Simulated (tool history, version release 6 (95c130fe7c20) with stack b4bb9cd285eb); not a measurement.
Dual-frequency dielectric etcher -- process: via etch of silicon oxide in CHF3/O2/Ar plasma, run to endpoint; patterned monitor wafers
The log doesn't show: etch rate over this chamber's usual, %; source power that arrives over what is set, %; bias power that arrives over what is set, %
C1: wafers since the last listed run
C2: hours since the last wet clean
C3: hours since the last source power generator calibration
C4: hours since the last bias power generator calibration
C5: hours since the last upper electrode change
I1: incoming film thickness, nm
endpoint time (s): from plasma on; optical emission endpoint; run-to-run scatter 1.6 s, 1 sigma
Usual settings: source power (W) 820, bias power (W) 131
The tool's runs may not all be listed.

run 1 hour=0 | source_power_(W)=820 bias_power_(W)=131 | C1=0 C2=109.3 C3=4745 C4=3609 C5=2276.9 | I1=449 | endpoint_time_(s)=214.1
run 2 hour=65.5 | source_power_(W)=820 bias_power_(W)=131 | C1=302 C2=174.8 C3=4810.5 C4=3674.5 C5=2342.4 | I1=449.3 | endpoint_time_(s)=222.3
run 3 hour=95.1 | source_power_(W)=820 bias_power_(W)=113 | C1=136 C2=204.4 C3=4840.1 C4=3704.1 C5=2372 | I1=447.1 | endpoint_time_(s)=230.8
run 4 hour=132.4 | source_power_(W)=820 bias_power_(W)=113 | C1=172 C2=241.7 C3=4877.4 C4=3741.4 C5=2409.3 | I1=455.3 | endpoint_time_(s)=242.1
run 5 hour=199.9 | source_power_(W)=820 bias_power_(W)=113 | C1=311 C2=309.2 C3=4944.9 C4=3808.9 C5=2476.8 | I1=449.4 | endpoint_time_(s)=238.2
run 6 hour=247 | source_power_(W)=680 bias_power_(W)=131 | C1=217 C2=356.3 C3=4992 C4=3856 C5=2523.9 | I1=448.6 | endpoint_time_(s)=246
-- hour=302.4 wet clean of the chamber
run 7 hour=309.9 | source_power_(W)=680 bias_power_(W)=131 | C1=179 C2=7.5 C3=5054.9 C4=3918.9 C5=2586.8 | I1=444 | endpoint_time_(s)=233.7
-- hour=347.1 upper electrode replaced
run 8 hour=363 | source_power_(W)=960 bias_power_(W)=131 | C1=134 C2=60.6 C3=5108 C4=3972 C5=15.9 | I1=449.5 | endpoint_time_(s)=201.9
-- hour=372.9 bias power generator calibrated
run 9 hour=399.3 | source_power_(W)=820 bias_power_(W)=131 | C1=149 C2=96.9 C3=5144.3 C4=26.4 C5=52.2 | I1=446.8 | endpoint_time_(s)=217.8
run 10 hour=461.9 | source_power_(W)=700 bias_power_(W)=107 | C1=289 C2=159.5 C3=5206.9 C4=89 C5=114.8 | I1=447.5 | endpoint_time_(s)=254.6
run 11 hour=505.1 | source_power_(W)=650 bias_power_(W)=109 | C1=199 C2=202.7 C3=5250.1 C4=132.2 C5=158 | I1=451.8 | endpoint_time_(s)=268
-- hour=529.3 source power generator calibrated
run 12 hour=576.8 | source_power_(W)=980 bias_power_(W)=158 | C1=312 C2=274.4 C3=47.5 C4=203.9 C5=229.7 | I1=447.1 | endpoint_time_(s)=193.8
run 13 hour=612.3 | source_power_(W)=820 bias_power_(W)=140 | C1=164 C2=309.9 C3=83 C4=239.4 C5=265.2 | I1=446.8 | endpoint_time_(s)=220.9
run 14 hour=683.7 | source_power_(W)=750 bias_power_(W)=159 | C1=329 C2=381.3 C3=154.4 C4=310.8 C5=336.6 | I1=450.8 | endpoint_time_(s)=217.9
-- hour=729.4 wet clean of the chamber
run 15 hour=753.4 | source_power_(W)=820 bias_power_(W)=131 | C1=211 C2=24 C3=224.1 C4=380.5 C5=406.3 | I1=448.3 | endpoint_time_(s)=217

Forecast run 16:
run 16 hour=819.9 | source_power_(W)=820 bias_power_(W)=131 | C1=307 C2=90.5 C3=290.6 C4=447 C5=472.8 | I1=448.8 | endpoint_time_(s)=?

{"run 16": {"endpoint time (s)": 217.9}}
Were there no unlogged condition in the tool, this run, its random variation unchanged, would have produced endpoint time (s) 215.5.
